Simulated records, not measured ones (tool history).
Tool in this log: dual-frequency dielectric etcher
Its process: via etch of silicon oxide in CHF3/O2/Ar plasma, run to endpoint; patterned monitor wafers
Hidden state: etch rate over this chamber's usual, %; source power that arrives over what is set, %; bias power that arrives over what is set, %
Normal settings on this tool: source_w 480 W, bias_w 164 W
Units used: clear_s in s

| run | day | source_w | bias_w | wafers since the last listed run | hours since the last wet clean | hours since the last source power generator calibration | hours since the last bias power generator calibration | hours since the last upper electrode change | incoming incoming film thickness, nm | clear_s |
|---|---|---|---|---|---|---|---|---|---|---|
| 1 | 0.000 | 480 | 164 | 0 | 7.4 | 1377.8 | 4056.7 | 2824.9 | 622.8 | 360.9 |
| 2 | 2.167 | 480 | 164 | 196 | 59.4 | 1429.8 | 4108.7 | 2876.9 | 619.6 | 360.1 |
| 3 | 4.162 | 480 | 164 | 181 | 107.3 | 1477.7 | 4156.6 | 2924.8 | 621.7 | 360.6 |
| 4 | 6.071 | 480 | 188 | 173 | 153.1 | 1523.5 | 4202.4 | 2970.6 | 621.3 | 346.5 |
| 5 | 7.658 | 480 | 188 | 144 | 191.2 | 1561.6 | 4240.5 | 3008.7 | 618.8 | 343.4 |
| 6 | 9.229 | 480 | 188 | 142 | 228.9 | 1599.3 | 4278.2 | 3046.4 | 615.7 | 343.8 |
| 7 | 10.558 | 480 | 164 | 120 | 260.8 | 1631.2 | 4310.1 | 3078.3 | 624.0 | 365.6 |
| 8 | 12.950 | 480 | 164 | 217 | 318.2 | 1688.6 | 4367.5 | 3135.7 | 619.2 | 363.3 |
|  | 14.504 | upper electrode replaced |
| 9 | 14.562 | 480 | 164 | 55 | 356.9 | 1727.3 | 4406.2 | 1.4 | 630.9 | 369.2 |
|  | 16.604 | source power generator calibrated |
|  | 17.129 | wet clean of the chamber |
| 10 | 17.150 | 480 | 164 | 171 | 0.5 | 13.1 | 4468.3 | 63.5 | 619.0 | 351.0 |
| 11 | 19.442 | 590 | 204 | 207 | 55.5 | 68.1 | 4523.3 | 118.5 | 625.6 | 305.4 |
|  | 19.633 | bias power generator calibrated |
| 12 | 21.888 | 510 | 146 | 206 | 114.2 | 126.8 | 54.1 | 177.2 | 624.3 | 362.6 |
| 13 | 24.512 | 480 | 164 | 238 | 177.2 | 189.8 | 117.1 | 240.2 | 621.4 | 357.4 |
| 14 | 27.192 | 480 | 130 | 243 | 241.5 | 254.1 | 181.4 | 304.5 | 615.8 | 383.0 |
| 15 | 29.446 | 480 | 164 | 204 | 295.6 | 308.2 | 235.5 | 358.6 | 628.3 | 362.2 |
|  | 32.333 | wet clean of the chamber |
| 16 | 37.979 | 420 | 164 | 683 | 135.5 | 513.0 | 440.3 | 563.4 | 632.3 | 384.1 |
| 17 | 40.112 | 480 | 191 | 193 | 186.7 | 564.2 | 491.5 | 614.6 | 618.2 | 340.1 |
| 18 | 41.367 | 480 | 199 | 113 | 216.8 | 594.3 | 521.6 | 644.7 | 624.3 | 338.2 |

4 ways to go on from here, each from the tool as it stands after run 18. What would each give?
| A | 41.388 | 480 | 164 | 1 | 217.3 | 594.8 | 522.1 | 645.2 | 621.0 | ? |
| B | 41.388 | 480 | 125 | 1 | 217.3 | 594.8 | 522.1 | 645.2 | 621.0 | ? |
| C | 41.388 | 450 | 164 | 1 | 217.3 | 594.8 | 522.1 | 645.2 | 621.0 | ? |
| D | 41.388 | 480 | 200 | 1 | 217.3 | 594.8 | 522.1 | 645.2 | 621.0 | ? |

| run | clear_s |
|---|---|
| A | 359.4 |
| B | 392.2 |
| C | 368.4 |
| D | 336.1 |
Had the tool no hidden state, the same runs would have come out as:
| run | clear_s |
|---|---|
| A | 352.2 |
| B | 384.2 |
| C | 361.0 |
| D | 329.5 |

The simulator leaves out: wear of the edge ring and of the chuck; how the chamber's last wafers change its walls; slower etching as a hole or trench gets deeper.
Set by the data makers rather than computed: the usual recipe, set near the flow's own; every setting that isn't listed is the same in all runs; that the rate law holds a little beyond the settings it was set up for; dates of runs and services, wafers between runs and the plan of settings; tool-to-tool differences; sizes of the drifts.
